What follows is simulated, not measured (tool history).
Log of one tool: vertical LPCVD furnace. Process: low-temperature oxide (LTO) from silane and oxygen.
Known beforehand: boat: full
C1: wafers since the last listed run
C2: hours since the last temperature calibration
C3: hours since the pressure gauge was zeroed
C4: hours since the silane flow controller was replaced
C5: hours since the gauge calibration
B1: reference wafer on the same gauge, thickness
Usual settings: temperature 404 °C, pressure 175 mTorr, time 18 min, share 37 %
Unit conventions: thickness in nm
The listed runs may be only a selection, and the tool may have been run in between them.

Run 1, day 0: usual settings; C1 0; C2 2082.7; C3 4812.2; C4 3189.7; C5 337.2; B1 129.88. Result: thickness 128.07 nm.
Run 2, day 0.508: usual settings but temperature 410 °C; C1 128; C2 2094.9; C3 4824.4; C4 3201.9; C5 349.4; B1 130.09. Result: thickness 136.56 nm.
Run 3, day 0.779: usual settings but temperature 410 °C; C1 68; C2 2101.4; C3 4830.9; C4 3208.4; C5 355.9; B1 130.04. Result: thickness 136.38 nm.
Run 4, day 1.279: usual settings but temperature 410 °C; C1 126; C2 2113.4; C3 4842.9; C4 3220.4; C5 367.9; B1 130.07. Result: thickness 137.28 nm.
Run 5, day 1.833: usual settings; C1 139; C2 2126.7; C3 4856.2; C4 3233.7; C5 381.2; B1 130.01. Result: thickness 128.27 nm.
Run 6, day 2.158: usual settings; C1 82; C2 2134.5; C3 4864; C4 3241.5; C5 389; B1 129.94. Result: thickness 128.27 nm.
Run 7, day 2.438: usual settings; C1 70; C2 2141.2; C3 4870.7; C4 3248.2; C5 395.7; B1 129.89. Result: thickness 128.08 nm.
Run 8, day 3.117: usual settings; C1 171; C2 2157.5; C3 4887; C4 3264.5; C5 412; B1 130.03. Result: thickness 128.4 nm.
Run 9, day 3.675: usual settings but share 42 %; C1 140; C2 2170.9; C3 4900.4; C4 3277.9; C5 425.4; B1 130.03. Result: thickness 149.13 nm.
Run 10, day 3.971: usual settings but share 42 %; C1 74; C2 2178; C3 4907.5; C4 3285; C5 432.5; B1 129.96. Result: thickness 148.95 nm.
Run 11, day 4.654: usual settings; C1 172; C2 2194.4; C3 4923.9; C4 3301.4; C5 448.9; B1 130.03. Result: thickness 128.5 nm.
Run 12, day 5.267: usual settings; C1 154; C2 2209.1; C3 4938.6; C4 3316.1; C5 463.6; B1 130. Result: thickness 128.43 nm.
Run 13, day 5.962: usual settings; C1 175; C2 2225.8; C3 4955.3; C4 3332.8; C5 480.3; B1 129.92. Result: thickness 128.54 nm.
At day 6.938: gauge calibrated.
At day 7.875: thermocouples replaced and temperature profile calibrated.
Run 14, day 8.104: usual settings; C1 288; C2 5.5; C3 5006.7; C4 3384.2; C5 28; B1 130.03. Result: thickness 123.26 nm.
Run 15, day 8.804: usual settings; C1 176; C2 22.3; C3 5023.5; C4 3401; C5 44.8; B1 130.09. Result: thickness 123.53 nm.
At day 10.267: pressure gauge zeroed.
At day 10.571: silane flow controller replaced.
Run 16, day 10.592: usual settings but time 19.5 min; C1 122; C2 65.2; C3 7.8; C4 0.5; C5 87.7; B1 130.09. Result: thickness 133.92 nm.
Run 17, day 10.75: usual settings; C1 39; C2 69; C3 11.6; C4 4.3; C5 91.5; B1 130.07. Result: thickness 123.56 nm.
Run 18, day 10.908: usual settings but temperature 393 °C; C1 39; C2 72.8; C3 15.4; C4 8.1; C5 95.3; B1 130.03. Result: thickness 108.95 nm.
Run 19, day 11.446: usual settings; C1 135; C2 85.7; C3 28.3; C4 21; C5 108.2; B1 129.99. Result: thickness 123.56 nm.
Run 20, day 12.1: usual settings but pressure 190 mTorr, time 14 min; C1 165; C2 101.4; C3 44; C4 36.7; C5 123.9; B1 130. Result: thickness 104.55 nm.
Run 21, day 12.729: usual settings but temperature 408 °C, share 35 %; C1 158; C2 116.5; C3 59.1; C4 51.8; C5 139; B1 129.93. Result: thickness 120.39 nm.
Run 22, day 13.467: usual settings but pressure 140 mTorr, share 35 %; C1 186; C2 134.2; C3 76.8; C4 69.5; C5 156.7; B1 129.91. Result: thickness 91.85 nm.
Run 23, day 14.162: usual settings but temperature 409 °C, share 41 %; C1 175; C2 150.9; C3 93.5; C4 86.2; C5 173.4; B1 130.07. Result: thickness 147.82 nm.
Run 24, day 14.546: usual settings; C1 96; C2 160.1; C3 102.7; C4 95.4; C5 182.6; B1 130.04. Result: thickness 123.74 nm.
Run 25, day 15.183: usual settings but time 21.5 min; C1 160; C2 175.4; C3 118; C4 110.7; C5 197.9; B1 130.08. Result: thickness 147.77 nm.
Run 26, day 15.879: usual settings but temperature 398 °C, pressure 150 mTorr; C1 175; C2 192.1; C3 134.7; C4 127.4; C5 214.6; B1 130.04. Result: thickness 99.18 nm.
Run 27, day 16.6: usual settings but temperature 413 °C, pressure 140 mTorr; C1 181; C2 209.4; C3 152; C4 144.7; C5 231.9; B1 130.02. Result: thickness 109.06 nm.
Run 28, day 17.183: usual settings but time 20 min; C1 147; C2 223.4; C3 166; C4 158.7; C5 245.9; B1 130.01. Result: thickness 137.22 nm.
Run 29, day 17.612: usual settings but pressure 210 mTorr, share 40 %; C1 108; C2 233.7; C3 176.3; C4 169; C5 256.2; B1 129.92. Result: thickness 163.84 nm.
Run 30, day 17.992: usual settings but time 14 min, share 40 %; C1 95; C2 242.8; C3 185.4; C4 178.1; C5 265.3; B1 130.01. Result: thickness 105.5 nm.
Run 31, day 18.408: usual settings; C1 105; C2 252.8; C3 195.4; C4 188.1; C5 275.3; B1 130.04. Result: thickness 123.58 nm.
Run 32, day 19.062: usual settings but temperature 397 °C, pressure 200 mTorr, time 14 min; C1 165; C2 268.5; C3 211.1; C4 203.8; C5 291; B1 129.91. Result: thickness 101.66 nm.

For some of the steps in thickness from one run to the next: how much would appear even if the tool had no hidden state, given the settings, what came in and random variation, and how much remains for the hidden state plus any gauge scatter that the measured result and the result without hidden state don't share?
The hidden state here: true tube temperature minus thermocouple reading, K; true pressure minus gauge reading, mTorr; deviation of the silane flow from its setpoint, %; gauge reads high (%).
Run 8 -> 9: share 37 -> 42. thickness +20.73 nm: hidden state +0.62, all else +20.11.
Run 10 -> 11: share 42 -> 37. thickness -20.45 nm: hidden state -0.49, all else -19.96.
Run 13 -> 14: gauge calibrated, thermocouples replaced and temperature profile calibrated. thickness -5.28 nm: hidden state -4.88, all else -0.4.
Run 22 -> 23: temperature 404 -> 409, pressure 140 -> 175, share 35 -> 41. thickness +55.97 nm: hidden state +0.08, all else +55.89.
Run 25 -> 26: temperature 404 -> 398, pressure 175 -> 150, time 21.5 -> 18. thickness -48.59 nm: hidden state -0.07, all else -48.52.
Run 29 -> 30: pressure 210 -> 175, time 18 -> 14. thickness -58.34 nm: hidden state -0.11, all else -58.23.
